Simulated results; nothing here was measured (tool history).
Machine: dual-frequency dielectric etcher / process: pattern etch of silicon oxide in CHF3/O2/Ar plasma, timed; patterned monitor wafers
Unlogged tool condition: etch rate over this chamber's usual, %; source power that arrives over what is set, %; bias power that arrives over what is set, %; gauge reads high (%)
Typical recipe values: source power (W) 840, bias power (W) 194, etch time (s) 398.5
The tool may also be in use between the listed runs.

| run | hour | source power (W) | bias power (W) | etch time (s) | wafers since the last listed run | hours since the last wet clean | hours since the last source power generator calibration | hours since the last bias power generator calibration | hours since the last upper electrode change | hours since the gauge calibration | read-back reference wafer on the same gauge, depth_nm | mean etch depth across the wafer (angstrom) |
|---|---|---|---|---|---|---|---|---|---|---|---|---|
| 1 | 0 | 680 | 194 | 398.5 | 0 | 285.8 | 1941.4 | 3067.8 | 3748.9 | 135.2 | 705.8 | 8292 |
| 2 | 8.3 | 680 | 194 | 398.5 | 47 | 294.1 | 1949.7 | 3076.1 | 3757.2 | 143.5 | 705.2 | 8343 |
| 3 | 17.2 | 680 | 194 | 398.5 | 51 | 303 | 1958.6 | 3085 | 3766.1 | 152.4 | 705.3 | 8254 |
| 4 | 23.5 | 840 | 194 | 398.5 | 36 | 309.3 | 1964.9 | 3091.3 | 3772.4 | 158.7 | 705.7 | 8754 |
| 5 | 40.3 | 840 | 194 | 398.5 | 96 | 326.1 | 1981.7 | 3108.1 | 3789.2 | 175.5 | 706.3 | 8724 |
| 6 | 47.9 | 840 | 194 | 398.5 | 43 | 333.7 | 1989.3 | 3115.7 | 3796.8 | 183.1 | 705.5 | 8696 |
| 7 | 84.8 | 950 | 194 | 431 | 212 | 370.6 | 2026.2 | 3152.6 | 3833.7 | 220 | 705.4 | 9667 |
| 8 | 115.1 | 950 | 194 | 431 | 174 | 400.9 | 2056.5 | 3182.9 | 3864 | 250.3 | 706 | 9654 |
| 9 | 130 | 950 | 194 | 431 | 85 | 415.8 | 2071.4 | 3197.8 | 3878.9 | 265.2 | 706 | 9732 |
| 10 | 147.5 | 840 | 180 | 398.5 | 100 | 433.3 | 2088.9 | 3215.3 | 3896.4 | 282.7 | 705.9 | 8512 |
| 11 | 158.4 | 840 | 194 | 398.5 | 62 | 444.2 | 2099.8 | 3226.2 | 3907.3 | 293.6 | 706.7 | 8748 |
| 12 | 164.5 | 840 | 194 | 398.5 | 35 | 450.3 | 2105.9 | 3232.3 | 3913.4 | 299.7 | 706.4 | 8754 |
| 13 | 172.7 | 840 | 168 | 398.5 | 47 | 458.5 | 2114.1 | 3240.5 | 3921.6 | 307.9 | 707.2 | 8312 |
| 14 | 183.8 | 840 | 168 | 398.5 | 63 | 469.6 | 2125.2 | 3251.6 | 3932.7 | 319 | 705.9 | 8296 |
|  | 194.4 | gauge calibrated |
|  | 200.8 | source power generator calibrated |
| 15 | 201.3 | 900 | 194 | 398.5 | 77 | 487.1 | 0.5 | 3269.1 | 3950.2 | 6.9 | 706.2 | 8905 |
|  | 232.5 | upper electrode replaced |
|  | 238.9 | wet clean of the chamber |
| 16 | 239.4 | 1050 | 194 | 398.5 | 44 | 0.5 | 38.6 | 3307.2 | 6.9 | 45 | 705.5 | 8224 |
| 17 | 239.8 | 1020 | 229 | 398.5 | 2 | 0.9 | 39 | 3307.6 | 7.3 | 45.4 | 705.6 | 8778 |
| 18 | 240.2 | 840 | 180 | 485.5 | 2 | 1.3 | 39.4 | 3308 | 7.7 | 45.8 | 706.4 | 9343 |
| 19 | 250.4 | 760 | 226 | 478 | 58 | 11.5 | 49.6 | 3318.2 | 17.9 | 56 | 706.3 | 9826 |
|  | 256.5 | bias power generator calibrated |
| 20 | 258.4 | 1040 | 194 | 322 | 23 | 19.5 | 57.6 | 1.9 | 25.9 | 64 | 706.3 | 6670 |
| 21 | 265.6 | 840 | 194 | 398.5 | 41 | 26.7 | 64.8 | 9.1 | 33.1 | 71.2 | 705.7 | 7828 |
| 22 | 281.5 | 890 | 238 | 449 | 91 | 42.6 | 80.7 | 25 | 49 | 87.1 | 706.1 | 9697 |
| 23 | 293.4 | 840 | 194 | 398.5 | 68 | 54.5 | 92.6 | 36.9 | 60.9 | 99 | 706.5 | 7892 |
|  | 328.1 | wet clean of the chamber, repeated, since the last time left the tool worse |
| 24 | 328.6 | 840 | 194 | 398.5 | 64 | 0.5 | 127.8 | 72.1 | 96.1 | 134.2 | 705.7 | 8397 |
| 25 | 329.1 | 840 | 194 | 506.5 | 2 | 1 | 128.3 | 72.6 | 96.6 | 134.7 | 706.5 | 10711 |
| 26 | 337.9 | 730 | 237 | 335 | 50 | 9.8 | 137.1 | 81.4 | 105.4 | 143.5 | 706 | 7457 |
| 27 | 349.6 | 840 | 194 | 398.5 | 67 | 21.5 | 148.8 | 93.1 | 117.1 | 155.2 | 705.7 | 8451 |
| 28 | 361.2 | 730 | 194 | 398.5 | 66 | 33.1 | 160.4 | 104.7 | 128.7 | 166.8 | 706.9 | 8311 |

Below are 5 alternative next runs, each starting from the tool's condition after run 28. Predict each:
| A | 361.7 | 840 | 194 | 398.5 | 2 | 33.6 | 160.9 | 105.2 | 129.2 | 167.3 | ? | ? |
| B | 361.7 | 840 | 194 | 311 | 2 | 33.6 | 160.9 | 105.2 | 129.2 | 167.3 | ? | ? |
| C | 361.7 | 770 | 180 | 493.5 | 2 | 33.6 | 160.9 | 105.2 | 129.2 | 167.3 | ? | ? |
| D | 361.7 | 1020 | 194 | 309.5 | 2 | 33.6 | 160.9 | 105.2 | 129.2 | 167.3 | ? | ? |
| E | 361.7 | 710 | 194 | 324.5 | 2 | 33.6 | 160.9 | 105.2 | 129.2 | 167.3 | ? | ? |

| run | read-back reference wafer on the same gauge, depth_nm | mean etch depth across the wafer (angstrom) |
|---|---|---|
| A | 706.7 | 8478 |
| B | 706.7 | 6616 |
| C | 706.7 | 10031 |
| D | 706.7 | 6853 |
| E | 706.7 | 6689 |
The same runs, with their run-to-run variation unchanged, on a tool lacking any hidden condition would have given:
| run | mean etch depth across the wafer (angstrom) |
|---|---|
| A | 8437 |
| B | 6584 |
| C | 9982 |
| D | 6820 |
| E | 6656 |

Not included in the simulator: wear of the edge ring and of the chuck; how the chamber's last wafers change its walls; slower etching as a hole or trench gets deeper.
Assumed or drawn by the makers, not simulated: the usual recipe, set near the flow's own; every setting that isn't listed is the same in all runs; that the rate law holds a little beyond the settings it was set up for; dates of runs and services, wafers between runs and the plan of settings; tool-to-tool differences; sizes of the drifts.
